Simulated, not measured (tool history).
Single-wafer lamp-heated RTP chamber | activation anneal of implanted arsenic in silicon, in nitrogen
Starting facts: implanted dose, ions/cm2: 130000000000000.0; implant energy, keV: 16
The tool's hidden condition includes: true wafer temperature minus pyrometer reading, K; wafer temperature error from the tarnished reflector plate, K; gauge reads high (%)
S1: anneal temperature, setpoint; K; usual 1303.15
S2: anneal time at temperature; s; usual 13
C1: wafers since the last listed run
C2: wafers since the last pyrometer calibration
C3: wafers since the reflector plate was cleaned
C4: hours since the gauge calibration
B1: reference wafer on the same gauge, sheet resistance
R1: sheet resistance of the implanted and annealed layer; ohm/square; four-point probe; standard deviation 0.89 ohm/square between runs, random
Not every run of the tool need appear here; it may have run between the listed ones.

run,hour,S1,S2,C1,C2,C3,C4,B1,R1
1,0,1323.15,13,0,6496,2170,1266.2,567.89,591.42
# hour 92.7: pyrometer window cleaned and pyrometer calibrated
2,93.2,1283.15,15,1110,6,3281,1359.4,567.07,594.35
3,133.6,1303.15,7,526,532,3807,1399.8,567.23,594.62
4,210.2,1303.15,7,998,1531,4806,1476.4,566.37,594.09
5,297,1303.15,13,1131,2663,5938,1563.2,566.12,591.13
6,395.4,1303.15,13,1282,3945,7220,1661.6,565.47,590.79
7,483.9,1303.15,13,1153,5099,8374,1750.1,565.08,590.9
# hour 519.5: reflector plate cleaned
8,555.4,1303.15,13,827,5927,468,1821.6,564.09,589.57
9,597.1,1290.15,13,543,6471,1012,1863.3,564.03,590.06
10,657.8,1290.15,13,791,7262,1803,1924,563.53,589.43
# hour 669.7: pyrometer window cleaned and pyrometer calibrated
11,711.5,1290.15,13,595,544,2399,1977.7,563.48,590.17
12,801.5,1303.15,13,1173,1718,3572,2067.7,562.75,587.81
13,843.8,1303.15,13,551,2269,4124,2110,562.42,587.08
14,891.7,1296.15,16,624,2894,4748,2157.9,561.65,586.16
15,967.3,1303.15,18,985,3879,5734,2233.5,561.27,583.96
16,1025,1303.15,18,752,4631,6486,2291.2,561.16,582.3
17,1129.2,1323.15,17,1358,5990,7844,2395.4,560.32,578.38
# hour 1149.6: pyrometer window cleaned and pyrometer calibrated
# hour 1193.5: reflector plate cleaned
18,1194,1278.15,9,636,474,6,2460.2,559.18,588.54
# hour 1215.1: gauge calibrated
19,1228,1329.15,13,443,918,449,12.9,570.03,591.15
20,1299.5,1296.15,16,932,1850,1381,84.4,569.8,595.08
21,1365.1,1279.15,6,855,2705,2236,150,570.01,600.44
22,1442.1,1290.15,13,1003,3709,3240,227,570.16,595.73
23,1487.1,1330.15,17,586,4296,3827,272,569.64,587.2
24,1542,1328.15,15,715,5011,4543,326.9,570.09,587.57
25,1619.3,1303.15,13,1007,6019,5550,404.2,569.82,593.79
26,1721.2,1274.15,20,1328,7348,6879,506.1,569.46,594.9
# hour 1764.8: pyrometer window cleaned and pyrometer calibrated
27,1818.2,1313.15,18,1160,696,8039,603.1,569.46,591.3
28,1882.6,1276.15,20,839,1535,8879,667.5,569.77,595.68
# hour 1924.8: reflector plate cleaned
29,1950.2,1317.15,13,777,2312,330,735.1,568.8,593.03
30,2036.1,1277.15,8,1119,3432,1450,821,568.65,598.79
31,2120.3,1327.15,20,1097,4530,2548,905.2,568.67,585.6
32,2163.7,1325.15,13,565,5096,3114,948.6,568.38,590.42

Hidden state or all else? Some run-to-run changes of R1, split into what the settings, what came in and random variation would give without the hidden state, and what is left for the hidden state (with any gauge scatter that isn't in both results):
Run 16 -> 17: S1 1303.15 -> 1323.15, S2 18 -> 17. R1 -3.92 ohm/square: hidden state -0.9, all else -3.02.
Run 17 -> 18: S1 1323.15 -> 1278.15, S2 17 -> 9, pyrometer window cleaned and pyrometer calibrated, reflector plate cleaned. R1 +10.16 ohm/square: hidden state -0.8, all else +10.96.
Run 18 -> 19: S1 1278.15 -> 1329.15, S2 9 -> 13, gauge calibrated. R1 +2.61 ohm/square: hidden state +11.37, all else -8.76.
Run 22 -> 23: S1 1290.15 -> 1330.15, S2 13 -> 17. R1 -8.53 ohm/square: hidden state -0.04, all else -8.49.
Run 30 -> 31: S1 1277.15 -> 1327.15, S2 8 -> 20. R1 -13.19 ohm/square: hidden state -0.25, all else -12.94.
